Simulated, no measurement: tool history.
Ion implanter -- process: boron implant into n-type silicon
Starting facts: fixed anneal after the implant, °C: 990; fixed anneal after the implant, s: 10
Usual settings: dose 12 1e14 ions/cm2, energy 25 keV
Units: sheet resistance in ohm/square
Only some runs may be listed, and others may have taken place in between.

run     day   dose  energy  wafers since the last listed run  hours since the last dose calibration  hours since the extraction supply was calibrated  hours since the gauge calibration  read-back reference wafer on the same gauge, sheet resistance  sheet resistance
  1       0     12      25                                 0                                   1701                                            5246.3                                432                                                         121.05             123.5
  2    1.35     12      25                               591                                 1733.4                                            5278.7                              464.4                                                         120.97            123.53
  3   2.417     12      25                               467                                   1759                                            5304.3                                490                                                            121             123.8
  4   4.246     12      25                               801                                 1802.9                                            5348.2                              533.9                                                         120.97            122.71
  5   6.138     12      25                               828                                 1848.3                                            5393.6                              579.3                                                          121.1            123.48
  6   7.188     12      25                               459                                 1873.5                                            5418.8                              604.5                                                         120.91            123.93
  7   9.908     12      25                              1191                                 1938.8                                            5484.1                              669.8                                                         120.77            123.93
  8  12.321     12      25                              1056                                 1996.7                                              5542                              727.7                                                         121.18            124.48
  9  13.517     12      25                               523                                 2025.4                                            5570.7                              756.4                                                         120.88            124.52
 10  16.275     12      25                              1207                                 2091.6                                            5636.9                              822.6                                                         120.86            124.33
 11  17.492     12      25                               532                                 2120.8                                            5666.1                              851.8                                                            121            124.37
 12  20.229     12      25                              1198                                 2186.5                                            5731.8                              917.5                                                         120.89            125.21
 13  21.275     12      25                               458                                 2211.6                                            5756.9                              942.6                                                         121.14             124.6
     22.529  -- Faraday cup replaced and dose calibrated
 14  23.296     12      25                               739                                   18.4                                            5805.4                              991.1                                                         121.13            119.76
 15  25.117   9.84    27.5                               797                                   62.1                                            5849.1                             1034.8                                                          120.9            137.85
 16  26.329     12      25                               530                                   91.2                                            5878.2                             1063.9                                                         121.07            120.33
 17    27.6  10.14      21                               556                                  121.7                                            5908.7                             1094.4                                                         121.04            139.19
 18  29.704     12      25                               921                                  172.2                                            5959.2                             1144.9                                                         120.97            120.19
 19  32.125  14.85      18                              1060                                  230.3                                            6017.3                               1203                                                         121.01            110.69
     32.754  -- extraction supply calibrated
     33.717  -- gauge calibrated
 20    33.9  13.06      21                               631                                  272.9                                              27.5                                4.4                                                         120.91            115.65
 21  36.338  13.47    29.5                              1067                                  331.4                                                86                               62.9                                                         121.04             108.9
 22  37.579     12      25                               543                                  361.2                                             115.8                               92.7                                                         120.97            120.92
 23  39.821  10.73      21                               981                                    415                                             169.6                              146.5                                                         121.03            133.19
 24  42.471  10.14    29.5                              1160                                  478.6                                             233.2                              210.1                                                         120.97            135.19
 25  45.104   9.67    30.5                              1153                                  541.8                                             296.4                              273.3                                                         120.92            140.17
 26  46.533   9.13      17                               625                                  576.1                                             330.7                              307.6                                                         121.16            153.95
 27  48.517     12      25                               868                                  623.7                                             378.3                              355.2                                                         121.11            120.76
 28  51.354  10.59      29                              1242                                  691.8                                             446.4                              423.3                                                         120.91            131.68
 29  53.021  13.47    29.5                               729                                  731.8                                             486.4                              463.3                                                         121.03            109.75

Here are 3 independent what-if runs from the current tool condition. What would each one return?
  A  53.038   9.59      25                                 7                                  732.2                                             486.8                              463.7                                                              ?                 ?
  B  53.038  14.69    31.5                                 7                                  732.2                                             486.8                              463.7                                                              ?                 ?
  C  53.038  10.76      19                                 7                                  732.2                                             486.8                              463.7                                                              ?                 ?

run  read-back reference wafer on the same gauge, sheet resistance  sheet resistance
  A                                                         120.99            144.51
  B                                                         120.99            103.66
  C                                                         120.99            136.01
The same runs, with their run-to-run variation unchanged, on a tool lacking any hidden condition would have given:
run  sheet resistance
  A            142.32
  B            102.33
  C            134.13
